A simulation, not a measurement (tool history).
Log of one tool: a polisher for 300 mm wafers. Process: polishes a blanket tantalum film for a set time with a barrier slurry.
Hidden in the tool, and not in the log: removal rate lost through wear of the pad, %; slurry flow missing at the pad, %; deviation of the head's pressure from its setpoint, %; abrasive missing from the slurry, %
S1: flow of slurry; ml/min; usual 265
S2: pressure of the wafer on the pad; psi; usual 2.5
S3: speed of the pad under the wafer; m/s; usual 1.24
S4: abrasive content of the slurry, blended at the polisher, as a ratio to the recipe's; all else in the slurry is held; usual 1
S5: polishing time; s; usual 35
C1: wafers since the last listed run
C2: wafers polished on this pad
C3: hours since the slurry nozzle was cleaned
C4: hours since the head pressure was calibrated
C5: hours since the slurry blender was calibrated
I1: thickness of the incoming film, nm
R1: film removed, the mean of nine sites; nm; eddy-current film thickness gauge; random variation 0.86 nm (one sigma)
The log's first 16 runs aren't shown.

At hour 743.7: slurry blender recalibrated.
Run 17, hour 775.6: usual settings but S2 3.1 psi; C1 534; C2 831; C3 246.1; C4 253.3; C5 31.9; I1 261.1. Result: R1 99.1 nm.
Run 18, hour 823.6: usual settings but S2 3.2 psi, S4 0.85; C1 542; C2 1374; C3 294.1; C4 301.3; C5 79.9; I1 260.2. Result: R1 95.8 nm.
Run 19, hour 873.1: usual settings; C1 559; C2 1934; C3 343.6; C4 350.8; C5 129.4; I1 262.7. Result: R1 78 nm.
Run 20, hour 903.8: usual settings; C1 347; C2 2281; C3 374.3; C4 381.5; C5 160.1; I1 261.5. Result: R1 77.1 nm.
Run 21, hour 928.3: usual settings but S1 205 ml/min; C1 277; C2 2558; C3 398.8; C4 406; C5 184.6; I1 259. Result: R1 75.2 nm.
Run 22, hour 995.9: usual settings; C1 764; C2 3322; C3 466.4; C4 473.6; C5 252.2; I1 257.5. Result: R1 76.5 nm.
At hour 1028: worn pad replaced by a new one.
Run 23, hour 1053.3: usual settings but S1 175 ml/min, S3 1.38 m/s, S4 0.85, S5 29 s; C1 603; C2 286; C3 523.8; C4 531; C5 309.6; I1 263.5. Result: R1 62.2 nm.
Run 24, hour 1098.1: usual settings but S3 1 m/s; C1 506; C2 793; C3 568.6; C4 575.8; C5 354.4; I1 262.7. Result: R1 60.9 nm.
At hour 1100.6: slurry blender recalibrated.
At hour 1119.2: slurry nozzle cleaned.
Run 25, hour 1143.7: usual settings but S1 290 ml/min, S3 1.68 m/s, S4 0.7, S5 28 s; C1 481; C2 1274; C3 24.5; C4 621.4; C5 43.1; I1 261.4. Result: R1 79.5 nm.
Run 26, hour 1202.9: usual settings but S1 195 ml/min, S2 2.1 psi, S3 1.08 m/s, S5 41 s; C1 669; C2 1944; C3 83.7; C4 680.6; C5 102.3; I1 260.4. Result: R1 65.4 nm.
Run 27, hour 1270.8: usual settings but S1 240 ml/min, S5 29 s; C1 767; C2 2712; C3 151.6; C4 748.5; C5 170.2; I1 261. Result: R1 63.3 nm.
Run 28, hour 1307.4: usual settings but S2 2.9 psi, S3 0.96 m/s; C1 413; C2 3125; C3 188.2; C4 785.1; C5 206.8; I1 258.6. Result: R1 68.1 nm.
Run 29, hour 1349.7: usual settings but S1 240 ml/min, S5 29 s; C1 478; C2 3604; C3 230.5; C4 827.4; C5 249.1; I1 264.6. Result: R1 62.6 nm.
At hour 1360.9: worn pad replaced by a new one.
Run 30, hour 1407.8: usual settings but S1 345 ml/min, S2 2 psi, S3 1.46 m/s, S5 31 s; C1 611; C2 530; C3 288.6; C4 885.5; C5 307.2; I1 258.8. Result: R1 66.2 nm.

Forecast each of these 4 alternatives for the next run:
Run A, hour 1408.2: usual settings; C1 4; C2 534; C3 289; C4 885.9; C5 307.6; I1 259.2. Result: R1 ?.
Run B, hour 1408.2: usual settings but S3 1.1 m/s, S5 41 s; C1 4; C2 534; C3 289; C4 885.9; C5 307.6; I1 259.2. Result: R1 ?.
Run C, hour 1408.2: usual settings but S2 3.2 psi, S3 0.94 m/s, S5 47 s; C1 4; C2 534; C3 289; C4 885.9; C5 307.6; I1 259.2. Result: R1 ?.
Run D, hour 1408.2: usual settings but S4 1.2, S5 43 s; C1 4; C2 534; C3 289; C4 885.9; C5 307.6; I1 259.2. Result: R1 ?.

run    R1
  A  76.4
  B  79.4
  C  98.9
  D    99
Without the tool's hidden state the same runs would have given:
run     R1
  A   82.7
  B   85.9
  C  107.1
  D  106.3

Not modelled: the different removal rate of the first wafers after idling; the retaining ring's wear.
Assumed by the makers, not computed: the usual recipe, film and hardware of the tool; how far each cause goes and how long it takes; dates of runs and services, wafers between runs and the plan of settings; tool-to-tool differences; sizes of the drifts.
